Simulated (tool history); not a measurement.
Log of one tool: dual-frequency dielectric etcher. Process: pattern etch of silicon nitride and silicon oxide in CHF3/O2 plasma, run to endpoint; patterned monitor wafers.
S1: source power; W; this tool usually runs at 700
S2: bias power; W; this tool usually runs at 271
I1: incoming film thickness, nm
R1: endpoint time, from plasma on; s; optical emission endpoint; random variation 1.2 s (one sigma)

{"run": 1, "hour": 0.0, "S1": 700, "S2": 271, "I1": 229.9, "R1": 145.3}
{"run": 2, "hour": 14.8, "S1": 700, "S2": 271, "I1": 232.1, "R1": 148.2}
{"run": 3, "hour": 23.1, "S1": 700, "S2": 271, "I1": 230.7, "R1": 146.5}
{"run": 4, "hour": 29.2, "S1": 700, "S2": 271, "I1": 229.8, "R1": 145.6}
{"run": 5, "hour": 39.3, "S1": 700, "S2": 271, "I1": 232.1, "R1": 145.9}
{"run": 6, "hour": 46.7, "S1": 700, "S2": 271, "I1": 228.2, "R1": 145.3}
{"run": 7, "hour": 63.2, "S1": 700, "S2": 308, "I1": 231.2, "R1": 141.0}
{"run": 8, "hour": 70.0, "S1": 700, "S2": 308, "I1": 228.6, "R1": 138.0}
{"run": 9, "hour": 123.7, "S1": 590, "S2": 320, "I1": 228.3, "R1": 145.2}
{"run": 10, "hour": 136.4, "S1": 590, "S2": 320, "I1": 229.5, "R1": 146.3}
{"run": 11, "hour": 188.6, "S1": 590, "S2": 320, "I1": 230.6, "R1": 148.9}
{"run": 12, "hour": 199.9, "S1": 700, "S2": 271, "I1": 231.0, "R1": 146.7}
{"run": 13, "hour": 215.7, "S1": 700, "S2": 271, "I1": 229.5, "R1": 145.8}
{"run": 14, "hour": 224.2, "S1": 700, "S2": 271, "I1": 229.8, "R1": 143.7}
{"run": 15, "hour": 233.0, "S1": 700, "S2": 271, "I1": 229.6, "R1": 144.7}
{"hour": 244.8, "done": "source power generator calibrated"}
{"run": 16, "hour": 245.3, "S1": 700, "S2": 271, "I1": 230.1, "R1": 146.9}
{"hour": 273.8, "done": "upper electrode replaced"}
{"run": 17, "hour": 274.3, "S1": 700, "S2": 271, "I1": 231.1, "R1": 144.8}
{"run": 18, "hour": 274.7, "S1": 590, "S2": 296, "I1": 229.8, "R1": 151.5}
{"run": 19, "hour": 284.6, "S1": 610, "S2": 327, "I1": 230.4, "R1": 147.0}
{"run": 20, "hour": 337.5, "S1": 700, "S2": 271, "I1": 231.9, "R1": 145.2}
{"run": 21, "hour": 350.8, "S1": 640, "S2": 225, "I1": 230.8, "R1": 158.1}
{"run": 22, "hour": 362.6, "S1": 700, "S2": 271, "I1": 229.4, "R1": 144.7}
{"run": 23, "hour": 379.6, "S1": 700, "S2": 331, "I1": 229.2, "R1": 137.3}
{"hour": 404.1, "done": "wet clean of the chamber"}
{"run": 24, "hour": 404.6, "S1": 800, "S2": 245, "I1": 231.4, "R1": 142.5}
{"run": 25, "hour": 409.9, "S1": 530, "S2": 311, "I1": 233.5, "R1": 159.5}
{"hour": 421.4, "done": "bias power generator calibrated"}
{"run": 26, "hour": 427.8, "S1": 830, "S2": 334, "I1": 228.9, "R1": 126.7}
{"run": 27, "hour": 467.2, "S1": 840, "S2": 249, "I1": 231.1, "R1": 136.8}
{"run": 28, "hour": 483.7, "S1": 570, "S2": 204, "I1": 231.3, "R1": 170.9}
{"run": 29, "hour": 493.2, "S1": 530, "S2": 223, "I1": 230.4, "R1": 170.8}
{"run": 30, "hour": 508.6, "S1": 820, "S2": 249, "I1": 233.0, "R1": 141.7}
{"run": 31, "hour": 524.8, "S1": 700, "S2": 271, "I1": 229.5, "R1": 143.6}
{"run": 32, "hour": 536.0, "S1": 700, "S2": 271, "I1": 227.2, "R1": 142.4}

Give the tool's hidden conditions for every run:
etch rate over this chamber's usual, %: 0 across all the runs
source power that arrives over what is set, %: 0 across all the runs
bias power that arrives over what is set, %: 0 across all the runs
